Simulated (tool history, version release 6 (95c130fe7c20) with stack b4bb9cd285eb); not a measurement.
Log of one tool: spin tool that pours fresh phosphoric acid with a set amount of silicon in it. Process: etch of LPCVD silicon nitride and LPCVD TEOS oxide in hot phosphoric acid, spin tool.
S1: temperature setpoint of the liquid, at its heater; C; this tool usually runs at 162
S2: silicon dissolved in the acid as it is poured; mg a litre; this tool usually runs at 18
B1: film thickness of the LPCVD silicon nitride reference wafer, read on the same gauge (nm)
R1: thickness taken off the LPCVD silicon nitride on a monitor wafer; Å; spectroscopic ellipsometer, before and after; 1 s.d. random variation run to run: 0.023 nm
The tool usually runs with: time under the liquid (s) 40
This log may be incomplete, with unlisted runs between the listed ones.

Run 1, hour 0: usual settings; B1 110.001. Result: R1 40.97 Å.
Run 2, hour 20.7: usual settings; B1 109.978. Result: R1 40.93 Å.
At hour 27.9: gauge calibrated.
Run 3, hour 38.1: usual settings; B1 110.016. Result: R1 41.19 Å.
Run 4, hour 71: usual settings; B1 109.991. Result: R1 41.17 Å.
Run 5, hour 104.1: usual settings but S2 29 mg a litre; B1 109.995. Result: R1 41.3 Å.
Run 6, hour 135.4: usual settings but S1 161 C; B1 110.018. Result: R1 39.4 Å.
Run 7, hour 150: usual settings; B1 110.002. Result: R1 41.01 Å.
Run 8, hour 184.8: usual settings but time under the liquid (s) 60; B1 110.02. Result: R1 61.72 Å.
Run 9, hour 199.3: usual settings; B1 110.03. Result: R1 41.21 Å.
Run 10, hour 231.5: usual settings but S1 159 C, S2 28 mg a litre, time under the liquid (s) 30; B1 109.999. Result: R1 27.99 Å.
At hour 258.2: dissolved silicon flow meter replaced.
Run 11, hour 258.7: usual settings but S1 164 C, S2 27 mg a litre, time under the liquid (s) 65; B1 110.021. Result: R1 71.11 Å.
Run 12, hour 272: usual settings; B1 109.982. Result: R1 41.22 Å.
Run 13, hour 301.5: usual settings; B1 110.002. Result: R1 41.51 Å.
Run 14, hour 336.3: usual settings but S1 160 C, S2 32.5 mg a litre, time under the liquid (s) 55; B1 110.02. Result: R1 53.23 Å.
At hour 365.4: thermometer replaced.
Run 15, hour 365.9: usual settings but S1 164 C, S2 24.5 mg a litre, time under the liquid (s) 60; B1 109.993. Result: R1 61.75 Å.
Run 16, hour 383.3: usual settings; B1 109.986. Result: R1 39.2 Å.
Run 17, hour 408.4: usual settings but S1 164.5 C, S2 31 mg a litre, time under the liquid (s) 55; B1 110.003. Result: R1 57.86 Å.
Run 18, hour 430.2: usual settings but S2 31 mg a litre; B1 109.962. Result: R1 38.76 Å.
Run 19, hour 465.3: usual settings; B1 109.991. Result: R1 38.93 Å.
At hour 469.1: gauge calibrated.
Run 20, hour 568.9: usual settings but S1 164 C, S2 28 mg a litre, time under the liquid (s) 55; B1 109.987. Result: R1 57.63 Å.
Run 21, hour 587.3: usual settings but S1 164.5 C, S2 10.5 mg a litre, time under the liquid (s) 60; B1 109.98. Result: R1 63.4 Å.

Branching from run 21: 5 alternative next runs. What would each branch give?
Run A, hour 587.7: usual settings; B1 ?. Result: R1 ?.
Run B, hour 587.7: usual settings but S1 161 C, S2 22.5 mg a litre, time under the liquid (s) 20; B1 ?. Result: R1 ?.
Run C, hour 587.7: usual settings but S1 164.5 C, S2 5.5 mg a litre, time under the liquid (s) 25; B1 ?. Result: R1 ?.
Run D, hour 587.7: usual settings but S1 164.5 C, S2 8.5 mg a litre, time under the liquid (s) 50; B1 ?. Result: R1 ?.
Run E, hour 587.7: usual settings but S1 160 C, S2 24 mg a litre, time under the liquid (s) 50; B1 ?. Result: R1 ?.

run       B1     R1
  A  109.998  38.92
  B  109.998  18.82
  C  109.998  26.41
  D  109.998  52.83
  E  109.998  45.51
With the hidden condition removed and each run's random variation left untouched, the same runs would have given:
run     R1
  A  37.97
  B  18.36
  C  25.78
  D  51.56
  E   44.4
